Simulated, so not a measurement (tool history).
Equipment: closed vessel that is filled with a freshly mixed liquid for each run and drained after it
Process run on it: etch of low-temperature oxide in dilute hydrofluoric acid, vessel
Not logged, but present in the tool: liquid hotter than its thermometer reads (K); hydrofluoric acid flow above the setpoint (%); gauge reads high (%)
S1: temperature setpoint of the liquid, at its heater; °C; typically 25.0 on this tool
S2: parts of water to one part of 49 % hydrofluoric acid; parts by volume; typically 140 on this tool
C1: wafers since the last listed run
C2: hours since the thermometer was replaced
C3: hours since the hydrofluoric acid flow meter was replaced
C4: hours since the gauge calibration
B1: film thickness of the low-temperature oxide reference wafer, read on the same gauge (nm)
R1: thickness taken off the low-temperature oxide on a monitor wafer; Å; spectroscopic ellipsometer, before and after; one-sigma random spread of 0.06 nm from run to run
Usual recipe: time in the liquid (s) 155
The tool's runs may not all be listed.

run 1 hour=0.0 | S1=25.0 S2=140 time_in_the_liquid_(s)=155 | C1=0 C2=678.6 C3=1438.2 C4=197.3 | B1=50.02 | R1=135.2
run 2 hour=49.0 | S1=25.0 S2=140 time_in_the_liquid_(s)=155 | C1=3709 C2=727.6 C3=1487.2 C4=246.3 | B1=50.00 | R1=134.0
run 3 hour=174.2 | S1=25.0 S2=140 time_in_the_liquid_(s)=155 | C1=9478 C2=852.8 C3=1612.4 C4=371.5 | B1=50.00 | R1=135.4
run 4 hour=245.7 | S1=25.0 S2=140 time_in_the_liquid_(s)=155 | C1=5412 C2=924.3 C3=1683.9 C4=443.0 | B1=50.03 | R1=135.7
run 5 hour=278.5 | S1=25.0 S2=140 time_in_the_liquid_(s)=155 | C1=2483 C2=957.1 C3=1716.7 C4=475.8 | B1=50.01 | R1=136.5
run 6 hour=304.0 | S1=25.0 S2=140 time_in_the_liquid_(s)=155 | C1=1930 C2=982.6 C3=1742.2 C4=501.3 | B1=50.00 | R1=136.6
run 7 hour=338.2 | S1=25.0 S2=140 time_in_the_liquid_(s)=95 | C1=2589 C2=1016.8 C3=1776.4 C4=535.5 | B1=50.00 | R1=84.2
run 8 hour=407.8 | S1=25.0 S2=140 time_in_the_liquid_(s)=95 | C1=5269 C2=1086.4 C3=1846.0 C4=605.1 | B1=49.99 | R1=84.1
run 9 hour=463.7 | S1=25.0 S2=85 time_in_the_liquid_(s)=155 | C1=4231 C2=1142.3 C3=1901.9 C4=661.0 | B1=50.01 | R1=242.5
run 10 hour=522.1 | S1=25.0 S2=85 time_in_the_liquid_(s)=155 | C1=4421 C2=1200.7 C3=1960.3 C4=719.4 | B1=50.00 | R1=244.1
run 11 hour=573.0 | S1=26.5 S2=140 time_in_the_liquid_(s)=155 | C1=3853 C2=1251.6 C3=2011.2 C4=770.3 | B1=50.01 | R1=146.7
-- hour=617.2 hydrofluoric acid flow meter replaced
run 12 hour=640.3 | S1=25.0 S2=140 time_in_the_liquid_(s)=155 | C1=5019 C2=1318.9 C3=23.1 C4=837.6 | B1=50.01 | R1=130.9
run 13 hour=683.8 | S1=25.0 S2=140 time_in_the_liquid_(s)=155 | C1=3293 C2=1362.4 C3=66.6 C4=881.1 | B1=50.02 | R1=131.1
-- hour=700.1 gauge calibrated
run 14 hour=745.6 | S1=25.0 S2=140 time_in_the_liquid_(s)=155 | C1=4678 C2=1424.2 C3=128.4 C4=45.5 | B1=50.00 | R1=131.1
run 15 hour=799.0 | S1=25.0 S2=140 time_in_the_liquid_(s)=155 | C1=4042 C2=1477.6 C3=181.8 C4=98.9 | B1=49.98 | R1=132.0
run 16 hour=834.6 | S1=30.0 S2=140 time_in_the_liquid_(s)=155 | C1=2695 C2=1513.2 C3=217.4 C4=134.5 | B1=50.00 | R1=159.3
run 17 hour=867.6 | S1=23.5 S2=165 time_in_the_liquid_(s)=70 | C1=2498 C2=1546.2 C3=250.4 C4=167.5 | B1=49.97 | R1=46.5
run 18 hour=937.1 | S1=21.0 S2=140 time_in_the_liquid_(s)=235 | C1=5261 C2=1615.7 C3=319.9 C4=237.0 | B1=49.99 | R1=171.8
run 19 hour=973.4 | S1=25.0 S2=190 time_in_the_liquid_(s)=155 | C1=2748 C2=1652.0 C3=356.2 C4=273.3 | B1=49.99 | R1=91.9
run 20 hour=1000.3 | S1=25.0 S2=140 time_in_the_liquid_(s)=155 | C1=2036 C2=1678.9 C3=383.1 C4=300.2 | B1=50.00 | R1=133.3
run 21 hour=1056.6 | S1=25.0 S2=140 time_in_the_liquid_(s)=155 | C1=4262 C2=1735.2 C3=439.4 C4=356.5 | B1=50.00 | R1=134.0
run 22 hour=1119.5 | S1=25.0 S2=170 time_in_the_liquid_(s)=155 | C1=4761 C2=1798.1 C3=502.3 C4=419.4 | B1=50.00 | R1=106.8
-- hour=1166.9 thermometer replaced
run 23 hour=1189.1 | S1=22.0 S2=195 time_in_the_liquid_(s)=155 | C1=5193 C2=22.2 C3=571.9 C4=489.0 | B1=49.99 | R1=78.0
run 24 hour=1225.6 | S1=25.0 S2=200 time_in_the_liquid_(s)=110 | C1=2763 C2=58.7 C3=608.4 C4=525.5 | B1=50.04 | R1=60.4
run 25 hour=1312.4 | S1=30.0 S2=140 time_in_the_liquid_(s)=155 | C1=6571 C2=145.5 C3=695.2 C4=612.3 | B1=49.97 | R1=157.2
run 26 hour=1521.5 | S1=28.0 S2=185 time_in_the_liquid_(s)=155 | C1=15830 C2=354.6 C3=904.3 C4=821.4 | B1=50.02 | R1=105.2
run 27 hour=1583.7 | S1=25.0 S2=140 time_in_the_liquid_(s)=95 | C1=4708 C2=416.8 C3=966.5 C4=883.6 | B1=50.00 | R1=80.8
run 28 hour=1612.9 | S1=29.5 S2=140 time_in_the_liquid_(s)=60 | C1=2210 C2=446.0 C3=995.7 C4=912.8 | B1=50.01 | R1=60.4
run 29 hour=1658.6 | S1=25.0 S2=140 time_in_the_liquid_(s)=155 | C1=3459 C2=491.7 C3=1041.4 C4=958.5 | B1=50.00 | R1=132.3
run 30 hour=1686.1 | S1=25.0 S2=140 time_in_the_liquid_(s)=155 | C1=2081 C2=519.2 C3=1068.9 C4=986.0 | B1=50.01 | R1=133.2
run 31 hour=1722.2 | S1=30.0 S2=70 time_in_the_liquid_(s)=215 | C1=2732 C2=555.3 C3=1105.0 C4=1022.1 | B1=50.00 | R1=490.7

Hidden state, per run?
gauge reads high (%): 0 on each run
H1: liquid hotter than its thermometer reads (K)
H2: hydrofluoric acid flow above the setpoint (%)
run=1 H1=0.41 H2=3.76
run=2 H1=0.433 H2=3.88
run=3 H1=0.49 H2=4.2
run=4 H1=0.522 H2=4.38
run=5 H1=0.537 H2=4.46
run=6 H1=0.549 H2=4.53
run=7 H1=0.564 H2=4.61
run=8 H1=0.596 H2=4.79
run=9 H1=0.621 H2=4.93
run=10 H1=0.648 H2=5.08
run=11 H1=0.671 H2=5.21
run=12 H1=0.702 H2=0.235
run=13 H1=0.722 H2=0.345
run=14 H1=0.75 H2=0.501
run=15 H1=0.774 H2=0.636
run=16 H1=0.79 H2=0.726
run=17 H1=0.805 H2=0.809
run=18 H1=0.837 H2=0.984
run=19 H1=0.853 H2=1.08
run=20 H1=0.866 H2=1.14
run=21 H1=0.891 H2=1.29
run=22 H1=0.92 H2=1.45
run=23 H1=0.0114 H2=1.62
run=24 H1=0.0281 H2=1.71
run=25 H1=0.0676 H2=1.93
run=26 H1=0.163 H2=2.46
run=27 H1=0.191 H2=2.62
run=28 H1=0.204 H2=2.69
run=29 H1=0.225 H2=2.81
run=30 H1=0.238 H2=2.88
run=31 H1=0.254 H2=2.97
